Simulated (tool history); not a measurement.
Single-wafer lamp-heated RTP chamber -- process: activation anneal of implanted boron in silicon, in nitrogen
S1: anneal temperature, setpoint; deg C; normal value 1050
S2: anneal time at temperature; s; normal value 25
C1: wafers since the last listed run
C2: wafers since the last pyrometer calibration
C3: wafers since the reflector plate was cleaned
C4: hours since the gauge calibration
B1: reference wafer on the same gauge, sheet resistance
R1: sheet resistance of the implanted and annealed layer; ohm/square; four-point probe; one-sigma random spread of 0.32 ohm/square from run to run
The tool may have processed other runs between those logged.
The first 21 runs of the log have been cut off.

| run | hour | S1 | S2 | C1 | C2 | C3 | C4 | B1 | R1 |
|---|---|---|---|---|---|---|---|---|---|
| 22 | 270.2 | 1030 | 25 | 176 | 884 | 5534 | 27.3 | 231.16 | 214.04 |
|  | 282.7 | reflector plate cleaned |
| 23 | 283.2 | 1050 | 25 | 55 | 939 | 6 | 40.3 | 231.03 | 213.16 |
| 24 | 294.5 | 1062 | 25 | 125 | 1064 | 131 | 51.6 | 231.03 | 212.55 |
| 25 | 302.0 | 1050 | 37 | 83 | 1147 | 214 | 59.1 | 230.99 | 211.89 |
| 26 | 314.7 | 1050 | 17 | 140 | 1288 | 355 | 71.8 | 231.06 | 213.72 |
| 27 | 328.0 | 1074 | 31 | 147 | 1435 | 502 | 85.1 | 230.91 | 210.64 |
| 28 | 341.8 | 1075 | 31 | 152 | 1588 | 655 | 98.9 | 230.81 | 209.63 |
| 29 | 349.0 | 1023 | 31 | 79 | 1668 | 735 | 106.1 | 231.10 | 214.48 |
| 30 | 357.4 | 1062 | 34 | 93 | 1761 | 828 | 114.5 | 231.11 | 210.93 |
|  | 368.2 | pyrometer window cleaned and pyrometer calibrated |
| 31 | 368.7 | 1050 | 25 | 36 | 5 | 864 | 125.8 | 230.98 | 212.65 |
| 32 | 376.0 | 1070 | 39 | 80 | 86 | 945 | 133.1 | 230.94 | 209.90 |
| 33 | 388.6 | 1077 | 11 | 139 | 226 | 1085 | 145.7 | 231.12 | 213.89 |
| 34 | 403.9 | 1050 | 25 | 169 | 395 | 1254 | 161.0 | 230.97 | 212.53 |
| 35 | 412.5 | 1037 | 10 | 95 | 490 | 1349 | 169.6 | 231.12 | 216.01 |
| 36 | 423.1 | 1027 | 25 | 117 | 608 | 1467 | 180.2 | 231.08 | 214.55 |

What if the next run were any one of these 5? Each begins from the tool's condition after run 36:
| A | 423.5 | 1050 | 25 | 4 | 612 | 1471 | 180.6 | ? | ? |
| B | 423.5 | 1050 | 35 | 4 | 612 | 1471 | 180.6 | ? | ? |
| C | 423.5 | 1075 | 25 | 4 | 612 | 1471 | 180.6 | ? | ? |
| D | 423.5 | 1060 | 33 | 4 | 612 | 1471 | 180.6 | ? | ? |
| E | 423.5 | 1060 | 38 | 4 | 612 | 1471 | 180.6 | ? | ? |

| run | B1 | R1 |
|---|---|---|
| A | 231.06 | 212.75 |
| B | 231.06 | 211.72 |
| C | 231.06 | 210.93 |
| D | 231.06 | 211.10 |
| E | 231.06 | 210.59 |
Take away the tool's hidden state, keep each run's random variation, and the runs would have read:
| run | R1 |
|---|---|
| A | 212.75 |
| B | 211.72 |
| C | 210.93 |
| D | 211.10 |
| E | 210.59 |
